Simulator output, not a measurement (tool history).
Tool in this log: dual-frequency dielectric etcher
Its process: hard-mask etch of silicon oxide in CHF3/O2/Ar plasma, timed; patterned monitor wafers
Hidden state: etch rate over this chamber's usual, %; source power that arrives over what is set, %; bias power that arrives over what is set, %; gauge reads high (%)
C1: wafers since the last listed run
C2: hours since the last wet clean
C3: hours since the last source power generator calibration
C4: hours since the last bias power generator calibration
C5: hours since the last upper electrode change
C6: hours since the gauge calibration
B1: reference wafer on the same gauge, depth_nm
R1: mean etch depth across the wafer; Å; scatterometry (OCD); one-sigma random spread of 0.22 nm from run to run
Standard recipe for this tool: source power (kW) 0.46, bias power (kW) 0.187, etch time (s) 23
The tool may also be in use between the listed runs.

{"run": 1, "hour": 0.0, "source power (kW)": 0.46, "bias power (kW)": 0.187, "etch time (s)": 23, "C1": 0, "C2": 20.3, "C3": 1640.2, "C4": 2338.6, "C5": 4515.6, "C6": 517.1, "B1": 41.7, "R1": 434.2}
{"run": 2, "hour": 54.7, "source power (kW)": 0.46, "bias power (kW)": 0.187, "etch time (s)": 23, "C1": 643, "C2": 75, "C3": 1694.9, "C4": 2393.3, "C5": 4570.3, "C6": 571.8, "B1": 41.7, "R1": 436.3}
{"run": 3, "hour": 109.0, "source power (kW)": 0.46, "bias power (kW)": 0.187, "etch time (s)": 23, "C1": 638, "C2": 129.3, "C3": 1749.2, "C4": 2447.6, "C5": 4624.6, "C6": 626.1, "B1": 41.64, "R1": 440}
{"run": 4, "hour": 160.3, "source power (kW)": 0.46, "bias power (kW)": 0.187, "etch time (s)": 23, "C1": 603, "C2": 180.6, "C3": 1800.5, "C4": 2498.9, "C5": 4675.9, "C6": 677.4, "B1": 41.68, "R1": 436.5}
{"run": 5, "hour": 244.0, "source power (kW)": 0.46, "bias power (kW)": 0.187, "etch time (s)": 23, "C1": 984, "C2": 264.3, "C3": 1884.2, "C4": 2582.6, "C5": 4759.6, "C6": 761.1, "B1": 41.69, "R1": 439.2}
{"hour": 259.7, "done": "gauge calibrated"}
{"run": 6, "hour": 313.0, "source power (kW)": 0.46, "bias power (kW)": 0.187, "etch time (s)": 23, "C1": 811, "C2": 333.3, "C3": 1953.2, "C4": 2651.6, "C5": 4828.6, "C6": 53.3, "B1": 41.73, "R1": 437.2}
{"hour": 359.9, "done": "wet clean of the chamber"}
{"run": 7, "hour": 387.9, "source power (kW)": 0.46, "bias power (kW)": 0.187, "etch time (s)": 27, "C1": 598, "C2": 28, "C3": 2028.1, "C4": 2726.5, "C5": 4903.5, "C6": 128.2, "B1": 41.72, "R1": 513.3}
{"run": 8, "hour": 429.3, "source power (kW)": 0.46, "bias power (kW)": 0.187, "etch time (s)": 23, "C1": 487, "C2": 69.4, "C3": 2069.5, "C4": 2767.9, "C5": 4944.9, "C6": 169.6, "B1": 41.69, "R1": 435.5}
{"hour": 467.1, "done": "source power generator calibrated"}
{"hour": 475.9, "done": "upper electrode replaced"}
{"run": 9, "hour": 500.3, "source power (kW)": 0.46, "bias power (kW)": 0.187, "etch time (s)": 23, "C1": 684, "C2": 140.4, "C3": 33.2, "C4": 2838.9, "C5": 24.4, "C6": 240.6, "B1": 41.66, "R1": 439}
{"run": 10, "hour": 538.1, "source power (kW)": 0.43, "bias power (kW)": 0.187, "etch time (s)": 23, "C1": 444, "C2": 178.2, "C3": 71, "C4": 2876.7, "C5": 62.2, "C6": 278.4, "B1": 41.61, "R1": 426.5}
{"run": 11, "hour": 594.4, "source power (kW)": 0.46, "bias power (kW)": 0.187, "etch time (s)": 23, "C1": 662, "C2": 234.5, "C3": 127.3, "C4": 2933, "C5": 118.5, "C6": 334.7, "B1": 41.73, "R1": 435}
{"run": 12, "hour": 661.8, "source power (kW)": 0.54, "bias power (kW)": 0.223, "etch time (s)": 23, "C1": 792, "C2": 301.9, "C3": 194.7, "C4": 3000.4, "C5": 185.9, "C6": 402.1, "B1": 41.74, "R1": 487.8}
{"hour": 761.7, "done": "wet clean of the chamber"}
{"run": 13, "hour": 762.2, "source power (kW)": 0.46, "bias power (kW)": 0.187, "etch time (s)": 23, "C1": 898, "C2": 0.5, "C3": 295.1, "C4": 3100.8, "C5": 286.3, "C6": 502.5, "B1": 41.71, "R1": 434.9}
{"run": 14, "hour": 840.6, "source power (kW)": 0.46, "bias power (kW)": 0.157, "etch time (s)": 29.5, "C1": 922, "C2": 78.9, "C3": 373.5, "C4": 3179.2, "C5": 364.7, "C6": 580.9, "B1": 41.71, "R1": 529}
{"run": 15, "hour": 913.0, "source power (kW)": 0.46, "bias power (kW)": 0.227, "etch time (s)": 29.5, "C1": 851, "C2": 151.3, "C3": 445.9, "C4": 3251.6, "C5": 437.1, "C6": 653.3, "B1": 41.66, "R1": 596.9}
{"hour": 1065.8, "done": "gauge calibrated"}
{"hour": 1098.9, "done": "bias power generator calibrated"}
{"hour": 1133.0, "done": "wet clean of the chamber"}
{"run": 16, "hour": 1187.2, "source power (kW)": 0.46, "bias power (kW)": 0.15, "etch time (s)": 23, "C1": 2896, "C2": 54.2, "C3": 720.1, "C4": 88.3, "C5": 711.3, "C6": 121.4, "B1": 41.63, "R1": 408.4}
{"run": 17, "hour": 1231.3, "source power (kW)": 0.43, "bias power (kW)": 0.187, "etch time (s)": 19.5, "C1": 518, "C2": 98.3, "C3": 764.2, "C4": 132.4, "C5": 755.4, "C6": 165.5, "B1": 41.69, "R1": 360.7}
{"run": 18, "hour": 1304.2, "source power (kW)": 0.39, "bias power (kW)": 0.213, "etch time (s)": 18, "C1": 857, "C2": 171.2, "C3": 837.1, "C4": 205.3, "C5": 828.3, "C6": 238.4, "B1": 41.72, "R1": 333.4}
{"run": 19, "hour": 1392.0, "source power (kW)": 0.5, "bias power (kW)": 0.187, "etch time (s)": 17, "C1": 1032, "C2": 259, "C3": 924.9, "C4": 293.1, "C5": 916.1, "C6": 326.2, "B1": 41.71, "R1": 338.4}
{"run": 20, "hour": 1442.2, "source power (kW)": 0.46, "bias power (kW)": 0.187, "etch time (s)": 23, "C1": 590, "C2": 309.2, "C3": 975.1, "C4": 343.3, "C5": 966.3, "C6": 376.4, "B1": 41.76, "R1": 435.3}

What if the next run were any one of these 5? Each begins from the tool's condition after run 20:
{"run": "A", "hour": 1442.6, "source power (kW)": 0.46, "bias power (kW)": 0.209, "etch time (s)": 23, "C1": 4, "C2": 309.6, "C3": 975.5, "C4": 343.7, "C5": 966.7, "C6": 376.8, "B1": "?", "R1": "?"}
{"run": "B", "hour": 1442.6, "source power (kW)": 0.55, "bias power (kW)": 0.146, "etch time (s)": 20.5, "C1": 4, "C2": 309.6, "C3": 975.5, "C4": 343.7, "C5": 966.7, "C6": 376.8, "B1": "?", "R1": "?"}
{"run": "C", "hour": 1442.6, "source power (kW)": 0.58, "bias power (kW)": 0.164, "etch time (s)": 20, "C1": 4, "C2": 309.6, "C3": 975.5, "C4": 343.7, "C5": 966.7, "C6": 376.8, "B1": "?", "R1": "?"}
{"run": "D", "hour": 1442.6, "source power (kW)": 0.46, "bias power (kW)": 0.169, "etch time (s)": 23, "C1": 4, "C2": 309.6, "C3": 975.5, "C4": 343.7, "C5": 966.7, "C6": 376.8, "B1": "?", "R1": "?"}
{"run": "E", "hour": 1442.6, "source power (kW)": 0.46, "bias power (kW)": 0.154, "etch time (s)": 25, "C1": 4, "C2": 309.6, "C3": 975.5, "C4": 343.7, "C5": 966.7, "C6": 376.8, "B1": "?", "R1": "?"}

run=A B1=41.74 R1=454.7
run=B B1=41.74 R1=389.5
run=C B1=41.74 R1=401.6
run=D B1=41.74 R1=425.3
run=E B1=41.74 R1=449.5
What these runs would have given with no unlogged condition in the tool:
run=A R1=454.7
run=B R1=389.5
run=C R1=401.6
run=D R1=425.3
run=E R1=449.5

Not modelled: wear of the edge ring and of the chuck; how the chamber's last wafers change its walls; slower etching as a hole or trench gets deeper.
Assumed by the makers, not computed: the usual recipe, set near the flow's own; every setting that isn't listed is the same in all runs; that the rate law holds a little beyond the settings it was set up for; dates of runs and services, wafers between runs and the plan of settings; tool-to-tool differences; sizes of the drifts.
